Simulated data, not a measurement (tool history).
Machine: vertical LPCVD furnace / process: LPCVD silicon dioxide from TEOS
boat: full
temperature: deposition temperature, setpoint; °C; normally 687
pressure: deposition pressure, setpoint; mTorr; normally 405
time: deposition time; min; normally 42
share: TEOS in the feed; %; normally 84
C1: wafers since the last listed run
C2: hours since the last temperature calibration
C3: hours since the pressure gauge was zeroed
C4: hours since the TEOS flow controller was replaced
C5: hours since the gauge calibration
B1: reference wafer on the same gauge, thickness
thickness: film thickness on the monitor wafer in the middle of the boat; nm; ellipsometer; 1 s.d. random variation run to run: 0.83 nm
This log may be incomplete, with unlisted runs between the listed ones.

Run 1, hour 0.0: usual settings; C1 0; C2 2930.5; C3 1618.4; C4 4177.5; C5 296.0; B1 327.83. Result: thickness 352.43 nm.
Run 2, hour 68.2: usual settings; C1 745; C2 2998.7; C3 1686.6; C4 4245.7; C5 364.2; B1 327.88. Result: thickness 352.04 nm.
Run 3, hour 131.4: usual settings; C1 690; C2 3061.9; C3 1749.8; C4 4308.9; C5 427.4; B1 327.73. Result: thickness 351.99 nm.
Run 4, hour 156.6: usual settings but temperature 678 °C; C1 275; C2 3087.1; C3 1775.0; C4 4334.1; C5 452.6; B1 328.30. Result: thickness 282.70 nm.
Run 5, hour 218.5: usual settings but temperature 678 °C; C1 676; C2 3149.0; C3 1836.9; C4 4396.0; C5 514.5; B1 328.02. Result: thickness 285.15 nm.
Run 6, hour 277.8: usual settings but temperature 678 °C; C1 648; C2 3208.3; C3 1896.2; C4 4455.3; C5 573.8; B1 327.82. Result: thickness 283.62 nm.
Run 7, hour 323.5: usual settings but share 93 %; C1 499; C2 3254.0; C3 1941.9; C4 4501.0; C5 619.5; B1 328.51. Result: thickness 369.14 nm.
Run 8, hour 389.6: usual settings but share 93 %; C1 722; C2 3320.1; C3 2008.0; C4 4567.1; C5 685.6; B1 327.65. Result: thickness 368.94 nm.
Run 9, hour 448.7: usual settings but pressure 480 mTorr, share 90 %; C1 646; C2 3379.2; C3 2067.1; C4 4626.2; C5 744.7; B1 327.93. Result: thickness 398.63 nm.
At hour 465.3: gauge calibrated.
At hour 505.3: TEOS flow controller replaced.
Run 10, hour 505.8: usual settings but pressure 480 mTorr, share 90 %; C1 361; C2 3436.3; C3 2124.2; C4 0.5; C5 40.5; B1 327.96. Result: thickness 394.62 nm.
Run 11, hour 526.7: usual settings but pressure 340 mTorr; C1 228; C2 3457.2; C3 2145.1; C4 21.4; C5 61.4; B1 327.71. Result: thickness 320.00 nm.
Run 12, hour 575.7: usual settings but pressure 350 mTorr; C1 535; C2 3506.2; C3 2194.1; C4 70.4; C5 110.4; B1 328.14. Result: thickness 324.74 nm.
Run 13, hour 630.5: usual settings; C1 599; C2 3561.0; C3 2248.9; C4 125.2; C5 165.2; B1 327.68. Result: thickness 349.74 nm.
Run 14, hour 695.0: usual settings but pressure 310 mTorr; C1 705; C2 3625.5; C3 2313.4; C4 189.7; C5 229.7; B1 328.17. Result: thickness 304.89 nm.
Run 15, hour 726.9: usual settings but pressure 340 mTorr; C1 348; C2 3657.4; C3 2345.3; C4 221.6; C5 261.6; B1 327.95. Result: thickness 318.99 nm.
At hour 761.8: pressure gauge zeroed.
At hour 776.8: thermocouples replaced and temperature profile calibrated.
Run 16, hour 797.1: usual settings but time 54 min, share 74 %; C1 341; C2 20.3; C3 35.3; C4 291.8; C5 331.8; B1 327.95. Result: thickness 386.80 nm.
Run 17, hour 822.1: usual settings but pressure 495 mTorr; C1 273; C2 45.3; C3 60.3; C4 316.8; C5 356.8; B1 328.12. Result: thickness 355.69 nm.
Run 18, hour 887.9: usual settings; C1 719; C2 111.1; C3 126.1; C4 382.6; C5 422.6; B1 327.93. Result: thickness 322.19 nm.
Run 19, hour 926.5: usual settings but pressure 460 mTorr, share 67 %; C1 421; C2 149.7; C3 164.7; C4 421.2; C5 461.2; B1 328.19. Result: thickness 305.94 nm.
Run 20, hour 962.5: usual settings; C1 393; C2 185.7; C3 200.7; C4 457.2; C5 497.2; B1 327.89. Result: thickness 323.73 nm.
Run 21, hour 996.8: usual settings but temperature 676 °C, share 97 %; C1 374; C2 220.0; C3 235.0; C4 491.5; C5 531.5; B1 328.14. Result: thickness 266.91 nm.
Run 22, hour 1051.9: usual settings but temperature 682 °C, time 29 min; C1 602; C2 275.1; C3 290.1; C4 546.6; C5 586.6; B1 328.30. Result: thickness 198.95 nm.
Run 23, hour 1106.8: usual settings; C1 600; C2 330.0; C3 345.0; C4 601.5; C5 641.5; B1 327.95. Result: thickness 325.30 nm.
Run 24, hour 1140.3: usual settings but temperature 679 °C; C1 366; C2 363.5; C3 378.5; C4 635.0; C5 675.0; B1 327.95. Result: thickness 269.78 nm.
At hour 1170.4: gauge calibrated.
Run 25, hour 1196.1: usual settings but pressure 335 mTorr; C1 610; C2 419.3; C3 434.3; C4 690.8; C5 25.7; B1 327.84. Result: thickness 297.59 nm.

Here are 3 independent what-if runs from the current tool condition. What would each one return?
Run A, hour 1201.2: usual settings but time 50 min; C1 55; C2 424.4; C3 439.4; C4 695.9; C5 30.8; B1 ?. Result: thickness ?.
Run B, hour 1201.2: usual settings but temperature 683 °C, share 95 %; C1 55; C2 424.4; C3 439.4; C4 695.9; C5 30.8; B1 ?. Result: thickness ?.
Run C, hour 1201.2: usual settings but temperature 692 °C, share 97 %; C1 55; C2 424.4; C3 439.4; C4 695.9; C5 30.8; B1 ?. Result: thickness ?.

run      B1  thickness
  A  327.78     389.82
  B  327.78     316.45
  C  327.78     396.14
Without the tool's unlogged condition, the same runs would have read:
run  thickness
  A     377.61
  B     306.45
  C     383.88
